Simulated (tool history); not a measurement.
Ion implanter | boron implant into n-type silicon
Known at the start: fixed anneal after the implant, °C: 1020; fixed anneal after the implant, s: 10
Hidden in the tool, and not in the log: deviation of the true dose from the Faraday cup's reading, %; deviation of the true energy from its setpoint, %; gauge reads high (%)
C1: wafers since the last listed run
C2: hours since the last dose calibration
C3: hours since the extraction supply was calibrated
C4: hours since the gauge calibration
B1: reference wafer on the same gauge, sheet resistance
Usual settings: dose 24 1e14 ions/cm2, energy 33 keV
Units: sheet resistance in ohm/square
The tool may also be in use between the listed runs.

{"run": 1, "hour": 0.0, "dose": 29.41, "energy": 33, "C1": 0, "C2": 1352.1, "C3": 3195.5, "C4": 417.2, "B1": 62.73, "sheet resistance": 56.51}
{"run": 2, "hour": 39.7, "dose": 29.41, "energy": 33, "C1": 735, "C2": 1391.8, "C3": 3235.2, "C4": 456.9, "B1": 62.71, "sheet resistance": 56.68}
{"run": 3, "hour": 82.5, "dose": 29.41, "energy": 33, "C1": 792, "C2": 1434.6, "C3": 3278, "C4": 499.7, "B1": 62.72, "sheet resistance": 56.59}
{"run": 4, "hour": 115.7, "dose": 24, "energy": 33, "C1": 614, "C2": 1467.8, "C3": 3311.2, "C4": 532.9, "B1": 62.67, "sheet resistance": 63.15}
{"run": 5, "hour": 179.5, "dose": 24, "energy": 33, "C1": 1181, "C2": 1531.6, "C3": 3375, "C4": 596.7, "B1": 62.73, "sheet resistance": 63.11}
{"run": 6, "hour": 211.9, "dose": 24, "energy": 33, "C1": 600, "C2": 1564, "C3": 3407.4, "C4": 629.1, "B1": 62.73, "sheet resistance": 63.22}
{"run": 7, "hour": 245.3, "dose": 24, "energy": 33, "C1": 618, "C2": 1597.4, "C3": 3440.8, "C4": 662.5, "B1": 62.69, "sheet resistance": 62.93}
{"hour": 283.8, "done": "Faraday cup replaced and dose calibrated"}
{"hour": 295.2, "done": "gauge calibrated"}
{"run": 8, "hour": 308.1, "dose": 20.53, "energy": 41, "C1": 1014, "C2": 24.3, "C3": 3503.6, "C4": 12.9, "B1": 62.69, "sheet resistance": 70.72}
{"run": 9, "hour": 375.9, "dose": 26.02, "energy": 43.5, "C1": 1255, "C2": 92.1, "C3": 3571.4, "C4": 80.7, "B1": 62.74, "sheet resistance": 59.05}
{"hour": 390.6, "done": "extraction supply calibrated"}
{"run": 10, "hour": 442.9, "dose": 21.15, "energy": 26.5, "C1": 1092, "C2": 159.1, "C3": 52.3, "C4": 147.7, "B1": 62.72, "sheet resistance": 73.4}
{"run": 11, "hour": 497.0, "dose": 24, "energy": 44, "C1": 1001, "C2": 213.2, "C3": 106.4, "C4": 201.8, "B1": 62.71, "sheet resistance": 61.87}
{"run": 12, "hour": 560.6, "dose": 24, "energy": 33, "C1": 1177, "C2": 276.8, "C3": 170, "C4": 265.4, "B1": 62.7, "sheet resistance": 65.03}
{"run": 13, "hour": 597.5, "dose": 21.96, "energy": 33, "C1": 683, "C2": 313.7, "C3": 206.9, "C4": 302.3, "B1": 62.64, "sheet resistance": 68.61}
{"run": 14, "hour": 641.9, "dose": 26.02, "energy": 43.5, "C1": 822, "C2": 358.1, "C3": 251.3, "C4": 346.7, "B1": 62.68, "sheet resistance": 58.19}

The tool's hidden state at each run:
deviation of the true energy from its setpoint, %: 0 in every run
gauge reads high (%): 0 in every run
H1: deviation of the true dose from the Faraday cup's reading, %
run=1 H1=5.47
run=2 H1=5.5
run=3 H1=5.53
run=4 H1=5.56
run=5 H1=5.6
run=6 H1=5.62
run=7 H1=5.64
run=8 H1=-0.593
run=9 H1=-0.032
run=10 H1=0.461
run=11 H1=0.819
run=12 H1=1.2
run=13 H1=1.4
run=14 H1=1.63

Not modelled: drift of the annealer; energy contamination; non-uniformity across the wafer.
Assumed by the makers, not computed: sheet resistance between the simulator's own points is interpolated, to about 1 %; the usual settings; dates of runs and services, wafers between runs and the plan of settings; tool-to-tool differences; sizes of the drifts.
